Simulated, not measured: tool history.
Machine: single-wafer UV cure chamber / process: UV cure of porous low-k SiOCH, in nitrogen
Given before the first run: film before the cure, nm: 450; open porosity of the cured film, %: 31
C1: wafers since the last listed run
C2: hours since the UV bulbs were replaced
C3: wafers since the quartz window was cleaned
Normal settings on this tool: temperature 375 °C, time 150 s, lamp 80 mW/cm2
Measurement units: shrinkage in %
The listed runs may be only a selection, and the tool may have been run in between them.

Run 1, day 0.000: usual settings but lamp 66 mW/cm2; C1 0; C2 1850.1; C3 1276. Result: shrinkage 8.998 %.
At day 0.142: quartz window cleaned.
Run 2, day 1.233: usual settings but lamp 66 mW/cm2; C1 121; C2 1879.7; C3 121. Result: shrinkage 8.993 %.
Run 3, day 4.221: usual settings but lamp 66 mW/cm2; C1 331; C2 1951.4; C3 452. Result: shrinkage 8.958 %.
At day 9.462: quartz window cleaned.
Run 4, day 12.921: usual settings but temperature 360 °C; C1 927; C2 2160.2; C3 383. Result: shrinkage 9.634 %.
Run 5, day 14.442: usual settings but temperature 360 °C; C1 168; C2 2196.7; C3 552. Result: shrinkage 9.715 %.
Run 6, day 15.762: usual settings but temperature 360 °C; C1 146; C2 2228.4; C3 698. Result: shrinkage 9.593 %.
Run 7, day 18.021: usual settings; C1 250; C2 2282.6; C3 948. Result: shrinkage 10.099 %.
At day 19.608: UV bulbs replaced.
Run 8, day 19.629: usual settings; C1 141; C2 0.5; C3 1090. Result: shrinkage 10.026 %.
At day 21.117: quartz window cleaned.
Run 9, day 21.842: usual settings but lamp 112 mW/cm2; C1 208; C2 53.6; C3 80. Result: shrinkage 11.767 %.
Run 10, day 23.900: usual settings but lamp 112 mW/cm2; C1 228; C2 103.0; C3 308. Result: shrinkage 11.394 %.
Run 11, day 26.633: usual settings but temperature 387 °C, time 235 s, lamp 68 mW/cm2; C1 302; C2 168.6; C3 611. Result: shrinkage 11.295 %.
Run 12, day 28.250: usual settings but temperature 363 °C, lamp 57 mW/cm2; C1 179; C2 207.4; C3 790. Result: shrinkage 8.043 %.
Run 13, day 29.612: usual settings but lamp 66 mW/cm2; C1 151; C2 240.1; C3 941. Result: shrinkage 8.894 %.
At day 30.875: quartz window cleaned.
Run 14, day 32.325: usual settings but temperature 390 °C, lamp 52 mW/cm2; C1 263; C2 305.2; C3 160. Result: shrinkage 8.193 %.
Run 15, day 34.329: usual settings but temperature 355 °C, time 65 s, lamp 104 mW/cm2; C1 222; C2 353.3; C3 382. Result: shrinkage 6.907 %.
Run 16, day 36.529: usual settings but time 60 s, lamp 102 mW/cm2; C1 243; C2 406.1; C3 626. Result: shrinkage 6.687 %.
Run 17, day 39.071: usual settings but temperature 357 °C, time 110 s, lamp 54 mW/cm2; C1 281; C2 467.1; C3 908. Result: shrinkage 6.310 %.
At day 41.367: quartz window cleaned.
Run 18, day 41.388: usual settings; C1 219; C2 522.7; C3 2. Result: shrinkage 10.035 %.
Run 19, day 43.842: usual settings but temperature 363 °C, lamp 57 mW/cm2; C1 272; C2 581.6; C3 274. Result: shrinkage 8.143 %.
Run 20, day 45.229: usual settings but temperature 384 °C; C1 153; C2 614.9; C3 428. Result: shrinkage 10.120 %.
Run 21, day 48.588: usual settings but temperature 358 °C, time 185 s, lamp 97 mW/cm2; C1 372; C2 695.5; C3 800. Result: shrinkage 11.644 %.

Hidden condition of the tool, last listed run before each entry between runs versus first listed run after:
Run 1 -> run 2: quartz window cleaned (day 0.142)
  both runs share identical hidden conditions
Run 3 -> run 4: quartz window cleaned (day 9.462)
  both runs share identical hidden conditions
Run 7 -> run 8: UV bulbs replaced (day 19.608)
  both runs share identical hidden conditions
Run 8 -> run 9: quartz window cleaned (day 21.117)
  both runs share identical hidden conditions
Run 13 -> run 14: quartz window cleaned (day 30.875)
  both runs share identical hidden conditions
Run 17 -> run 18: quartz window cleaned (day 41.367)
  both runs share identical hidden conditions
